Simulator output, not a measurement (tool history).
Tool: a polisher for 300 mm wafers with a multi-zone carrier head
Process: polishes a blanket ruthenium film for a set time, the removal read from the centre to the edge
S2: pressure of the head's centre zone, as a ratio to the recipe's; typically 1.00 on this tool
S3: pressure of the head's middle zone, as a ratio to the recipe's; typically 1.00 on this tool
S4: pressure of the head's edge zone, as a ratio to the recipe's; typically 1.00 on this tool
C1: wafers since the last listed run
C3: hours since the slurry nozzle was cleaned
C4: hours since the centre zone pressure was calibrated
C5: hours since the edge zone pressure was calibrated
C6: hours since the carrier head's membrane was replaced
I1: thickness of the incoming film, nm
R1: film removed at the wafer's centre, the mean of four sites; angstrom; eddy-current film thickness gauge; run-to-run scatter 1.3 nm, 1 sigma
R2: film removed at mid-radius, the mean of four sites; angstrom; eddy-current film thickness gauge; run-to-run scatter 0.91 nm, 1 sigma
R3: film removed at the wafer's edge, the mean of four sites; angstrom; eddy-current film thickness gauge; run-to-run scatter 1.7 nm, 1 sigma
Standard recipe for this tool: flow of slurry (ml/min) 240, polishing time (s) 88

Run 1, hour 0.0: usual settings; C1 0; wafers polished on this pad 6; C3 190.9; C4 161.6; C5 944.9; C6 1341.1; I1 500.7. Result: R1 1216 angstrom, R2 1270 angstrom, R3 1204 angstrom.
Run 2, hour 15.6: usual settings; C1 194; wafers polished on this pad 201; C3 206.5; C4 177.2; C5 960.5; C6 1356.7; I1 503.5. Result: R1 1235 angstrom, R2 1252 angstrom, R3 1237 angstrom.
Run 3, hour 22.4: usual settings; C1 84; wafers polished on this pad 286; C3 213.3; C4 184.0; C5 967.3; C6 1363.5; I1 496.0. Result: R1 1220 angstrom, R2 1271 angstrom, R3 1228 angstrom.
Run 4, hour 35.6: usual settings; C1 164; wafers polished on this pad 451; C3 226.5; C4 197.2; C5 980.5; C6 1376.7; I1 495.2. Result: R1 1231 angstrom, R2 1255 angstrom, R3 1201 angstrom.
Run 5, hour 46.1: usual settings but S2 0.97; C1 131; wafers polished on this pad 582; C3 237.0; C4 207.7; C5 991.0; C6 1387.2; I1 505.9. Result: R1 1172 angstrom, R2 1239 angstrom, R3 1193 angstrom.
Run 6, hour 60.0: usual settings but S2 0.97; C1 173; wafers polished on this pad 756; C3 250.9; C4 221.6; C5 1004.9; C6 1401.1; I1 496.9. Result: R1 1174 angstrom, R2 1259 angstrom, R3 1224 angstrom.
At hour 75.7: worn pad replaced by a new one.
Run 7, hour 76.2: usual settings; C1 152; wafers polished on this pad 5; C3 267.1; C4 237.8; C5 1021.1; C6 1417.3; I1 498.5. Result: R1 1201 angstrom, R2 1259 angstrom, R3 1215 angstrom.
Run 8, hour 86.1: usual settings; C1 123; wafers polished on this pad 129; C3 277.0; C4 247.7; C5 1031.0; C6 1427.2; I1 489.8. Result: R1 1210 angstrom, R2 1236 angstrom, R3 1210 angstrom.
Run 9, hour 93.9: usual settings; C1 97; wafers polished on this pad 227; C3 284.8; C4 255.5; C5 1038.8; C6 1435.0; I1 497.3. Result: R1 1188 angstrom, R2 1251 angstrom, R3 1205 angstrom.
At hour 116.7: carrier head's membrane replaced by a new one.
Run 10, hour 117.2: usual settings but flow of slurry (ml/min) 160, S2 1.05, S4 1.10; C1 228; wafers polished on this pad 455; C3 308.1; C4 278.8; C5 1062.1; C6 0.5; I1 502.7. Result: R1 1124 angstrom, R2 1140 angstrom, R3 1170 angstrom.
Run 11, hour 128.1: usual settings but flow of slurry (ml/min) 305, S4 0.95; C1 136; wafers polished on this pad 591; C3 319.0; C4 289.7; C5 1073.0; C6 11.4; I1 509.0. Result: R1 1264 angstrom, R2 1280 angstrom, R3 1233 angstrom.
Run 12, hour 144.0: usual settings; C1 198; wafers polished on this pad 790; C3 334.9; C4 305.6; C5 1088.9; C6 27.3; I1 496.9. Result: R1 1210 angstrom, R2 1230 angstrom, R3 1173 angstrom.
At hour 151.2: worn pad replaced by a new one.
Run 13, hour 151.7: usual settings but flow of slurry (ml/min) 275, S4 0.91; C1 46; wafers polished on this pad 6; C3 342.6; C4 313.3; C5 1096.6; C6 35.0; I1 503.6. Result: R1 1222 angstrom, R2 1262 angstrom, R3 1171 angstrom.
Run 14, hour 157.4: usual settings but flow of slurry (ml/min) 220, S3 1.11; C1 71; wafers polished on this pad 78; C3 348.3; C4 319.0; C5 1102.3; C6 40.7; I1 496.0. Result: R1 1175 angstrom, R2 1322 angstrom, R3 1141 angstrom.
Run 15, hour 167.1: usual settings but flow of slurry (ml/min) 220, S3 1.11; C1 121; wafers polished on this pad 199; C3 358.0; C4 328.7; C5 1112.0; C6 50.4; I1 504.1. Result: R1 1167 angstrom, R2 1315 angstrom, R3 1183 angstrom.
At hour 178.6: edge zone pressure recalibrated.
Run 16, hour 181.0: usual settings but flow of slurry (ml/min) 210, S3 0.97; C1 148; wafers polished on this pad 348; C3 371.9; C4 342.6; C5 2.4; C6 64.3; I1 495.3. Result: R1 1175 angstrom, R2 1176 angstrom, R3 1199 angstrom.
At hour 187.4: centre zone pressure recalibrated.
At hour 189.7: slurry nozzle cleaned.
Run 17, hour 194.3: usual settings but flow of slurry (ml/min) 165, S4 1.06, polishing time (s) 66; C1 128; wafers polished on this pad 476; C3 4.6; C4 6.9; C5 15.7; C6 77.6; I1 497.7. Result: R1 914 angstrom, R2 948 angstrom, R3 924 angstrom.
Run 18, hour 205.5: usual settings but S4 1.11; C1 139; wafers polished on this pad 616; C3 15.8; C4 18.1; C5 26.9; C6 88.8; I1 492.1. Result: R1 1292 angstrom, R2 1330 angstrom, R3 1312 angstrom.
Run 19, hour 219.8: usual settings but S2 1.07, S4 1.11; C1 178; wafers polished on this pad 795; C3 30.1; C4 32.4; C5 41.2; C6 103.1; I1 503.4. Result: R1 1369 angstrom, R2 1313 angstrom, R3 1304 angstrom.
At hour 230.1: worn pad replaced by a new one.
Run 20, hour 230.6: usual settings; C1 84; wafers polished on this pad 5; C3 40.9; C4 43.2; C5 52.0; C6 113.9; I1 502.9. Result: R1 1261 angstrom, R2 1304 angstrom, R3 1218 angstrom.
Run 21, hour 237.6: usual settings; C1 87; wafers polished on this pad 93; C3 47.9; C4 50.2; C5 59.0; C6 120.9; I1 506.8. Result: R1 1289 angstrom, R2 1311 angstrom, R3 1247 angstrom.
Run 22, hour 248.1: usual settings but flow of slurry (ml/min) 305, S3 1.07, S4 1.04; C1 131; wafers polished on this pad 224; C3 58.4; C4 60.7; C5 69.5; C6 131.4; I1 499.8. Result: R1 1314 angstrom, R2 1433 angstrom, R3 1280 angstrom.

Below are 4 alternative next runs, each starting from the tool's condition after run 22. Predict each:
Run A, hour 248.5: usual settings; C1 4; wafers polished on this pad 229; C3 58.8; C4 61.1; C5 69.9; C6 131.8; I1 488.7. Result: R1 ?, R2 ?, R3 ?.
Run B, hour 248.5: usual settings but flow of slurry (ml/min) 305; C1 4; wafers polished on this pad 229; C3 58.8; C4 61.1; C5 69.9; C6 131.8; I1 488.7. Result: R1 ?, R2 ?, R3 ?.
Run C, hour 248.5: usual settings but flow of slurry (ml/min) 260, S2 1.05, S4 0.94, polishing time (s) 100; C1 4; wafers polished on this pad 229; C3 58.8; C4 61.1; C5 69.9; C6 131.8; I1 488.7. Result: R1 ?, R2 ?, R3 ?.
Run D, hour 248.5: usual settings but flow of slurry (ml/min) 285, S3 0.90, S4 0.96; C1 4; wafers polished on this pad 229; C3 58.8; C4 61.1; C5 69.9; C6 131.8; I1 488.7. Result: R1 ?, R2 ?, R3 ?.

run    R1    R2    R3
  A  1258  1299  1229
  B  1301  1338  1257
  C  1520  1491  1367
  D  1289  1216  1227
Take away the tool's hidden state, keep each run's random variation, and the runs would have read:
run    R1    R2    R3
  A  1289  1327  1249
  B  1326  1362  1273
  C  1555  1522  1388
  D  1316  1239  1244
